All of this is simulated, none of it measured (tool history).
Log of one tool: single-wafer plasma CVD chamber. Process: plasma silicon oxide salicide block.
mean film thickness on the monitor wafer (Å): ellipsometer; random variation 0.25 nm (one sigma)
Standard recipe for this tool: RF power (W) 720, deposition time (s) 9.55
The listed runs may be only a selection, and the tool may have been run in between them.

| run | hour | RF power (W) | deposition time (s) | wafers since the last listed run | hours since the last RF generator calibration | hours since the showerhead was replaced | hours since the gauge calibration | read-back reference wafer on the same gauge, thickness_nm | mean film thickness on the monitor wafer (Å) |
|---|---|---|---|---|---|---|---|---|---|
| 1 | 0.0 | 720 | 9.55 | 0 | 960.2 | 5962.5 | 445.3 | 111.984 | 1010.13 |
| 2 | 27.3 | 720 | 9.55 | 571 | 987.5 | 5989.8 | 472.6 | 112.047 | 1005.45 |
| 3 | 54.4 | 720 | 9.55 | 567 | 1014.6 | 6016.9 | 499.7 | 111.910 | 1011.86 |
| 4 | 82.8 | 720 | 9.55 | 594 | 1043.0 | 6045.3 | 528.1 | 111.975 | 1003.90 |
| 5 | 94.9 | 720 | 9.55 | 253 | 1055.1 | 6057.4 | 540.2 | 112.127 | 1002.77 |
| 6 | 128.6 | 760 | 10.68 | 705 | 1088.8 | 6091.1 | 573.9 | 111.914 | 1145.52 |
| 7 | 158.9 | 760 | 10.68 | 634 | 1119.1 | 6121.4 | 604.2 | 111.962 | 1142.25 |
| 8 | 188.0 | 720 | 9.55 | 608 | 1148.2 | 6150.5 | 633.3 | 111.927 | 1001.04 |
| 9 | 200.2 | 720 | 9.55 | 255 | 1160.4 | 6162.7 | 645.5 | 111.897 | 1001.55 |
| 10 | 229.9 | 720 | 9.55 | 621 | 1190.1 | 6192.4 | 675.2 | 112.017 | 999.94 |
| 11 | 254.2 | 720 | 9.55 | 508 | 1214.4 | 6216.7 | 699.5 | 111.943 | 1001.77 |
| 12 | 290.1 | 610 | 8.68 | 751 | 1250.3 | 6252.6 | 735.4 | 112.002 | 859.40 |
| 13 | 321.3 | 610 | 8.68 | 652 | 1281.5 | 6283.8 | 766.6 | 112.013 | 859.67 |
| 14 | 340.0 | 720 | 9.55 | 391 | 1300.2 | 6302.5 | 785.3 | 112.011 | 1000.02 |
| 15 | 374.0 | 720 | 9.55 | 711 | 1334.2 | 6336.5 | 819.3 | 111.943 | 996.14 |
|  | 407.0 | gauge calibrated |
| 16 | 407.7 | 720 | 9.55 | 705 | 1367.9 | 6370.2 | 0.7 | 111.939 | 992.14 |
| 17 | 421.6 | 775 | 9.55 | 290 | 1381.8 | 6384.1 | 14.6 | 112.007 | 1013.64 |
| 18 | 435.0 | 775 | 9.55 | 280 | 1395.2 | 6397.5 | 28.0 | 111.975 | 1019.34 |
| 19 | 447.9 | 775 | 9.55 | 269 | 1408.1 | 6410.4 | 40.9 | 112.043 | 1012.34 |
|  | 467.9 | RF generator calibrated |
| 20 | 468.4 | 805 | 11.14 | 261 | 0.5 | 6430.9 | 61.4 | 112.011 | 1238.45 |
| 21 | 488.4 | 610 | 8.68 | 418 | 20.5 | 6450.9 | 81.4 | 112.071 | 880.86 |
| 22 | 520.7 | 795 | 10.15 | 675 | 52.8 | 6483.2 | 113.7 | 111.925 | 1121.89 |
|  | 539.7 | showerhead replaced |
| 23 | 554.0 | 640 | 11.12 | 529 | 86.1 | 14.3 | 147.0 | 112.022 | 1145.68 |
| 24 | 585.3 | 720 | 9.55 | 655 | 117.4 | 45.6 | 178.3 | 112.009 | 1022.01 |
| 25 | 608.2 | 765 | 9.55 | 479 | 140.3 | 68.5 | 201.2 | 112.036 | 1042.32 |
| 26 | 623.2 | 785 | 9.55 | 313 | 155.3 | 83.5 | 216.2 | 111.919 | 1052.69 |
| 27 | 637.7 | 615 | 9.01 | 303 | 169.8 | 98.0 | 230.7 | 111.990 | 911.10 |
| 28 | 661.3 | 650 | 8.51 | 493 | 193.4 | 121.6 | 254.3 | 111.921 | 881.47 |
| 29 | 676.5 | 720 | 9.55 | 318 | 208.6 | 136.8 | 269.5 | 112.036 | 1024.21 |
| 30 | 688.8 | 720 | 9.55 | 257 | 220.9 | 149.1 | 281.8 | 112.024 | 1023.62 |
| 31 | 722.8 | 720 | 9.55 | 711 | 254.9 | 183.1 | 315.8 | 111.960 | 1018.37 |
| 32 | 743.1 | 835 | 8.35 | 424 | 275.2 | 203.4 | 336.1 | 112.060 | 938.45 |
| 33 | 768.3 | 655 | 8.55 | 527 | 300.4 | 228.6 | 361.3 | 112.110 | 887.25 |
| 34 | 782.0 | 770 | 9.55 | 286 | 314.1 | 242.3 | 375.0 | 112.067 | 1045.23 |
| 35 | 813.6 | 720 | 8.99 | 661 | 345.7 | 273.9 | 406.6 | 112.101 | 961.44 |
| 36 | 840.2 | 720 | 9.55 | 556 | 372.3 | 300.5 | 433.2 | 112.060 | 1017.31 |
| 37 | 865.5 | 720 | 9.55 | 529 | 397.6 | 325.8 | 458.5 | 112.063 | 1019.61 |
| 38 | 881.0 | 720 | 7.98 | 324 | 413.1 | 341.3 | 474.0 | 111.980 | 856.20 |
| 39 | 915.4 | 665 | 9.55 | 719 | 447.5 | 375.7 | 508.4 | 111.977 | 993.55 |

Consider 5 possible next runs. They are alternatives, not a sequence: every one starts from the tool as it was left by run 39. What does each give?
| A | 915.8 | 720 | 9.55 | 8 | 447.9 | 376.1 | 508.8 | ? | ? |
| B | 915.8 | 720 | 8.18 | 8 | 447.9 | 376.1 | 508.8 | ? | ? |
| C | 915.8 | 680 | 10.76 | 8 | 447.9 | 376.1 | 508.8 | ? | ? |
| D | 915.8 | 765 | 8.12 | 8 | 447.9 | 376.1 | 508.8 | ? | ? |
| E | 915.8 | 865 | 10.45 | 8 | 447.9 | 376.1 | 508.8 | ? | ? |

| run | read-back reference wafer on the same gauge, thickness_nm | mean film thickness on the monitor wafer (Å) |
|---|---|---|
| A | 111.904 | 1019.79 |
| B | 111.904 | 873.49 |
| C | 111.904 | 1127.68 |
| D | 111.904 | 884.38 |
| E | 111.904 | 1184.28 |
What these runs would have given with no unlogged condition in the tool:
| run | mean film thickness on the monitor wafer (Å) |
|---|---|
| A | 1023.53 |
| B | 876.70 |
| C | 1131.83 |
| D | 887.63 |
| E | 1188.64 |
